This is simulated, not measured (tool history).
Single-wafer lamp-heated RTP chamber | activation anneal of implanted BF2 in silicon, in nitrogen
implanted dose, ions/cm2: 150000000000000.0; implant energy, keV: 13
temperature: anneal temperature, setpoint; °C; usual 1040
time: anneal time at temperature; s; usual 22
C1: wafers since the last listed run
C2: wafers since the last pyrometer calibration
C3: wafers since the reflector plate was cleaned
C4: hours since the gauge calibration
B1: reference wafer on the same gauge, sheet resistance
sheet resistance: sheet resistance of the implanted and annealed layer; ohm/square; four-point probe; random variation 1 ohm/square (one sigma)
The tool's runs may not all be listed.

run 1 hour=0.0 | temperature=1040 time=22 | C1=0 C2=1564 C3=3177 C4=261.9 | B1=678.90 | sheet_resistance=663.68
run 2 hour=16.4 | temperature=1040 time=22 | C1=177 C2=1741 C3=3354 C4=278.3 | B1=679.27 | sheet_resistance=662.65
run 3 hour=43.4 | temperature=1040 time=22 | C1=291 C2=2033 C3=3646 C4=305.3 | B1=679.29 | sheet_resistance=662.09
run 4 hour=62.3 | temperature=1040 time=22 | C1=204 C2=2237 C3=3850 C4=324.2 | B1=678.78 | sheet_resistance=663.80
-- hour=76.1 pyrometer window cleaned and pyrometer calibrated
run 5 hour=80.2 | temperature=1040 time=22 | C1=106 C2=44 C3=3957 C4=342.1 | B1=678.90 | sheet_resistance=666.46
run 6 hour=110.9 | temperature=1020 time=22 | C1=331 C2=375 C3=4288 C4=372.8 | B1=679.31 | sheet_resistance=672.79
-- hour=142.4 reflector plate cleaned
run 7 hour=142.9 | temperature=1020 time=22 | C1=259 C2=634 C3=5 C4=404.8 | B1=679.13 | sheet_resistance=670.26
run 8 hour=164.5 | temperature=1054 time=22 | C1=233 C2=868 C3=238 C4=426.4 | B1=678.90 | sheet_resistance=656.88
run 9 hour=187.2 | temperature=1054 time=22 | C1=245 C2=1113 C3=483 C4=449.1 | B1=678.73 | sheet_resistance=656.81
run 10 hour=210.6 | temperature=1040 time=17 | C1=252 C2=1365 C3=736 C4=472.5 | B1=679.24 | sheet_resistance=671.49
run 11 hour=230.5 | temperature=1040 time=17 | C1=214 C2=1580 C3=951 C4=492.4 | B1=678.87 | sheet_resistance=669.32
run 12 hour=257.4 | temperature=1040 time=17 | C1=290 C2=1871 C3=1241 C4=519.3 | B1=678.72 | sheet_resistance=670.59
-- hour=285.8 pyrometer window cleaned and pyrometer calibrated
run 13 hour=303.1 | temperature=1040 time=32 | C1=407 C2=186 C3=1649 C4=565.0 | B1=678.68 | sheet_resistance=658.58
run 14 hour=338.4 | temperature=1040 time=22 | C1=381 C2=567 C3=2030 C4=600.3 | B1=679.11 | sheet_resistance=665.99
run 15 hour=358.5 | temperature=1040 time=22 | C1=217 C2=784 C3=2247 C4=620.4 | B1=679.15 | sheet_resistance=665.91
run 16 hour=371.2 | temperature=1040 time=22 | C1=137 C2=921 C3=2384 C4=633.1 | B1=678.86 | sheet_resistance=664.11
run 17 hour=389.5 | temperature=1040 time=22 | C1=197 C2=1119 C3=2582 C4=651.4 | B1=678.54 | sheet_resistance=664.06
run 18 hour=420.3 | temperature=1055 time=22 | C1=332 C2=1452 C3=2914 C4=682.2 | B1=678.71 | sheet_resistance=657.19
-- hour=428.8 gauge calibrated
run 19 hour=434.4 | temperature=1058 time=33 | C1=152 C2=1604 C3=3067 C4=5.6 | B1=679.10 | sheet_resistance=641.85
run 20 hour=468.8 | temperature=1066 time=15 | C1=371 C2=1975 C3=3438 C4=40.0 | B1=679.07 | sheet_resistance=661.71
-- hour=495.3 pyrometer window cleaned and pyrometer calibrated
run 21 hour=501.7 | temperature=1024 time=33 | C1=268 C2=69 C3=3707 C4=72.9 | B1=678.75 | sheet_resistance=666.90
run 22 hour=519.8 | temperature=1040 time=22 | C1=195 C2=264 C3=3902 C4=91.0 | B1=679.09 | sheet_resistance=666.48
-- hour=534.0 reflector plate cleaned
run 23 hour=540.2 | temperature=1050 time=13 | C1=133 C2=398 C3=67 C4=111.4 | B1=679.05 | sheet_resistance=675.01
run 24 hour=570.6 | temperature=1025 time=32 | C1=328 C2=726 C3=395 C4=141.8 | B1=679.17 | sheet_resistance=661.45
run 25 hour=597.3 | temperature=1010 time=9 | C1=288 C2=1015 C3=683 C4=168.5 | B1=679.03 | sheet_resistance=688.65
run 26 hour=626.0 | temperature=1056 time=22 | C1=309 C2=1325 C3=993 C4=197.2 | B1=678.86 | sheet_resistance=656.05
run 27 hour=643.7 | temperature=1020 time=22 | C1=191 C2=1516 C3=1184 C4=214.9 | B1=678.83 | sheet_resistance=672.23
run 28 hour=670.4 | temperature=1040 time=22 | C1=288 C2=1804 C3=1473 C4=241.6 | B1=678.82 | sheet_resistance=665.00

Run 29 comes next. What will it give?
run 29 hour=704.1 | temperature=1040 time=26 | C1=363 C2=2168 C3=1837 C4=275.3 | B1=? | sheet_resistance=?

{"run 29": {"B1": 679.12, "sheet resistance": 659.82}}
Without the tool's hidden state the same run would have given sheet resistance 665.41 ohm/square.

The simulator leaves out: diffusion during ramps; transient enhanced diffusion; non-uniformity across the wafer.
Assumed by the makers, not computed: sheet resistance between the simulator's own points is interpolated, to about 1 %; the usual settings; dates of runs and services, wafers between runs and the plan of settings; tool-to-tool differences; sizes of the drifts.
